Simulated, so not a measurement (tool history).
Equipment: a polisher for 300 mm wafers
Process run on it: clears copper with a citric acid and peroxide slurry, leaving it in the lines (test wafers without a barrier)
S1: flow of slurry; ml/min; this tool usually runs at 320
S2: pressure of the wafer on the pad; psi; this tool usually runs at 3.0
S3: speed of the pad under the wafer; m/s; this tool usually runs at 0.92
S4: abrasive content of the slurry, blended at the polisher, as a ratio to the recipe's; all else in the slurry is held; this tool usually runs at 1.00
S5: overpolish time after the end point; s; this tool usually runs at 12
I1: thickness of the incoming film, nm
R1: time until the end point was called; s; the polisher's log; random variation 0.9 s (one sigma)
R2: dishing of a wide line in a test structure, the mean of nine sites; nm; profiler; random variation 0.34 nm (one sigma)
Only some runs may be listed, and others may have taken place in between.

{"run": 1, "day": 0.0, "S1": 380, "S2": 3.0, "S3": 0.92, "S4": 1.0, "S5": 12, "I1": 212.1, "R1": 102.1, "R2": 20.6}
{"run": 2, "day": 2.162, "S1": 320, "S2": 2.2, "S3": 0.92, "S4": 1.0, "S5": 12, "I1": 211.8, "R1": 135.2, "R2": 15.4}
{"run": 3, "day": 5.333, "S1": 320, "S2": 2.2, "S3": 0.92, "S4": 1.0, "S5": 12, "I1": 214.6, "R1": 136.6, "R2": 15.3}
{"run": 4, "day": 9.258, "S1": 320, "S2": 2.7, "S3": 0.92, "S4": 1.0, "S5": 12, "I1": 215.6, "R1": 114.6, "R2": 18.6}
{"run": 5, "day": 13.438, "S1": 320, "S2": 2.7, "S3": 0.92, "S4": 1.0, "S5": 12, "I1": 213.0, "R1": 115.8, "R2": 18.3}
{"run": 6, "day": 15.525, "S1": 320, "S2": 2.7, "S3": 0.92, "S4": 1.0, "S5": 12, "I1": 214.8, "R1": 116.0, "R2": 17.8}
{"run": 7, "day": 18.15, "S1": 320, "S2": 3.0, "S3": 0.92, "S4": 1.0, "S5": 12, "I1": 218.4, "R1": 108.7, "R2": 19.6}
{"run": 8, "day": 22.475, "S1": 320, "S2": 3.0, "S3": 0.92, "S4": 1.0, "S5": 12, "I1": 214.8, "R1": 102.4, "R2": 20.2}
{"run": 9, "day": 24.783, "S1": 275, "S2": 3.0, "S3": 0.92, "S4": 1.0, "S5": 12, "I1": 219.3, "R1": 106.2, "R2": 20.2}
{"run": 10, "day": 27.083, "S1": 320, "S2": 3.0, "S3": 0.92, "S4": 1.0, "S5": 9, "I1": 211.4, "R1": 100.2, "R2": 15.4}
{"run": 11, "day": 30.121, "S1": 320, "S2": 3.0, "S3": 0.92, "S4": 1.0, "S5": 12, "I1": 214.4, "R1": 103.3, "R2": 20.2}
{"run": 12, "day": 34.246, "S1": 320, "S2": 2.5, "S3": 0.92, "S4": 1.0, "S5": 12, "I1": 211.5, "R1": 122.8, "R2": 16.5}
{"run": 13, "day": 37.288, "S1": 320, "S2": 2.5, "S3": 0.92, "S4": 1.0, "S5": 12, "I1": 212.3, "R1": 125.2, "R2": 16.6}
{"run": 14, "day": 39.483, "S1": 320, "S2": 2.5, "S3": 0.92, "S4": 1.0, "S5": 12, "I1": 212.0, "R1": 119.1, "R2": 17.8}
{"run": 15, "day": 41.796, "S1": 320, "S2": 2.6, "S3": 0.92, "S4": 1.3, "S5": 15, "I1": 213.8, "R1": 111.4, "R2": 22.9}
{"run": 16, "day": 45.629, "S1": 320, "S2": 3.0, "S3": 1.08, "S4": 0.9, "S5": 12, "I1": 214.9, "R1": 90.9, "R2": 22.4}
{"run": 17, "day": 47.646, "S1": 395, "S2": 3.0, "S3": 1.04, "S4": 0.9, "S5": 18, "I1": 214.1, "R1": 91.5, "R2": 31.9}
{"run": 18, "day": 51.817, "S1": 320, "S2": 3.0, "S3": 0.92, "S4": 1.0, "S5": 12, "I1": 215.0, "R1": 102.8, "R2": 19.2}
{"run": 19, "day": 54.183, "S1": 240, "S2": 3.0, "S3": 1.02, "S4": 0.75, "S5": 17, "I1": 215.7, "R1": 105.6, "R2": 26.7}
{"run": 20, "day": 57.925, "S1": 320, "S2": 3.0, "S3": 1.12, "S4": 1.1, "S5": 12, "I1": 218.0, "R1": 83.9, "R2": 24.2}
{"run": 21, "day": 69.15, "S1": 320, "S2": 3.0, "S3": 0.92, "S4": 1.0, "S5": 12, "I1": 214.4, "R1": 105.0, "R2": 20.2}
{"run": 22, "day": 71.471, "S1": 320, "S2": 3.0, "S3": 0.92, "S4": 0.7, "S5": 8, "I1": 216.4, "R1": 114.0, "R2": 12.7}
{"run": 23, "day": 75.842, "S1": 405, "S2": 3.7, "S3": 0.92, "S4": 0.75, "S5": 6, "I1": 213.7, "R1": 90.9, "R2": 12.0}
{"run": 24, "day": 77.462, "S1": 320, "S2": 3.0, "S3": 0.92, "S4": 1.0, "S5": 12, "I1": 215.4, "R1": 101.5, "R2": 20.5}
{"run": 25, "day": 81.871, "S1": 320, "S2": 2.3, "S3": 0.92, "S4": 1.0, "S5": 12, "I1": 215.0, "R1": 132.5, "R2": 15.7}
{"run": 26, "day": 83.375, "S1": 320, "S2": 3.0, "S3": 0.92, "S4": 1.0, "S5": 12, "I1": 216.8, "R1": 102.5, "R2": 19.8}
{"run": 27, "day": 86.183, "S1": 210, "S2": 3.0, "S3": 0.92, "S4": 1.0, "S5": 12, "I1": 214.4, "R1": 108.2, "R2": 19.8}
{"run": 28, "day": 87.95, "S1": 320, "S2": 2.1, "S3": 0.7, "S4": 1.15, "S5": 5, "I1": 213.3, "R1": 186.5, "R2": 5.0}

Not shown here: 20 entries made in the log between runs. Locate each between two listed runs and compare the hidden state at the listed run before it with the hidden state at the listed run after it:
Between runs 1 and 2: slurry blender recalibrated (day 0.521)
  abrasive missing from the slurry, %: 18.2 -> 1.47
  what was measured, less what the result would be without the hidden state, R1: +4.4 -> +0.4 s; R2: -0.8 -> -0.1 nm
Between runs 2 and 3: head pressure recalibrated (day 3.683); worn pad replaced by a new one (day 3.958)
  abrasive missing from the slurry, %: 1.47 -> 2.65
  what was measured, less what the result would be without the hidden state, R1: +0.4 -> +0.8 s; R2: -0.1 -> -0.1 nm
Between runs 6 and 7: slurry nozzle cleaned (day 15.892)
  abrasive missing from the slurry, %: 14.3 -> 19.2
  what was measured, less what the result would be without the hidden state, R1: +3.9 -> +4.9 s; R2: -0.5 -> -0.8 nm
Between runs 7 and 8: slurry blender recalibrated (day 20.796); worn pad replaced by a new one (day 21.054)
  abrasive missing from the slurry, %: 19.2 -> 1.15
  what was measured, less what the result would be without the hidden state, R1: +4.9 -> +0.3 s; R2: -0.8 -> +0.0 nm
Between runs 9 and 10: head pressure recalibrated (day 26.408)
  abrasive missing from the slurry, %: 1.9 -> 3.26
  what was measured, less what the result would be without the hidden state, R1: +0.5 -> +0.8 s; R2: +0.0 -> -0.1 nm
Between runs 11 and 12: slurry nozzle cleaned (day 33.692)
  abrasive missing from the slurry, %: 6 -> 11.4
  what was measured, less what the result would be without the hidden state, R1: +1.4 -> +3.2 s; R2: -0.2 -> -0.5 nm
Between runs 13 and 14: worn pad replaced by a new one (day 37.962); slurry blender recalibrated (day 37.967)
  abrasive missing from the slurry, %: 16.7 -> 2.03
  what was measured, less what the result would be without the hidden state, R1: +4.9 -> +0.5 s; R2: -0.7 -> -0.1 nm
Between runs 15 and 16: head pressure recalibrated (day 43.971)
  abrasive missing from the slurry, %: 2.74 -> 5.28
  what was measured, less what the result would be without the hidden state, R1: +0.7 -> +1.0 s; R2: -0.1 -> -0.2 nm
Between runs 17 and 18: slurry nozzle cleaned (day 50.508)
  abrasive missing from the slurry, %: 7.3 -> 13
  what was measured, less what the result would be without the hidden state, R1: +1.5 -> +3.1 s; R2: -0.5 -> -0.5 nm
Between runs 19 and 20: worn pad replaced by a new one (day 56.746); slurry blender recalibrated (day 56.983)
  abrasive missing from the slurry, %: 17.1 -> 2.61
  what was measured, less what the result would be without the hidden state, R1: +4.1 -> +0.5 s; R2: -0.9 -> -0.2 nm
Between runs 20 and 21: slurry nozzle cleaned (day 65.525); head pressure recalibrated (day 66.162)
  abrasive missing from the slurry, %: 2.61 -> 11.1
  what was measured, less what the result would be without the hidden state, R1: +0.5 -> +2.7 s; R2: -0.2 -> -0.5 nm
Between runs 22 and 23: worn pad replaced by a new one (day 74.375)
  abrasive missing from the slurry, %: 14.7 -> 23.1
  what was measured, less what the result would be without the hidden state, R1: +3.7 -> +4.9 s; R2: -0.4 -> -0.6 nm
Between runs 23 and 24: slurry blender recalibrated (day 77.088)
  abrasive missing from the slurry, %: 23.1 -> 2.18
  what was measured, less what the result would be without the hidden state, R1: +4.9 -> +0.5 s; R2: -0.6 -> -0.1 nm
Between runs 25 and 26: slurry nozzle cleaned (day 83.229)
  abrasive missing from the slurry, %: 3.49 -> 4.45
  what was measured, less what the result would be without the hidden state, R1: +1.0 -> +1.0 s; R2: -0.1 -> -0.2 nm
Between runs 26 and 27: head pressure recalibrated (day 84.392)
  abrasive missing from the slurry, %: 4.45 -> 6.94
  what was measured, less what the result would be without the hidden state, R1: +1.0 -> +1.6 s; R2: -0.2 -> -0.3 nm
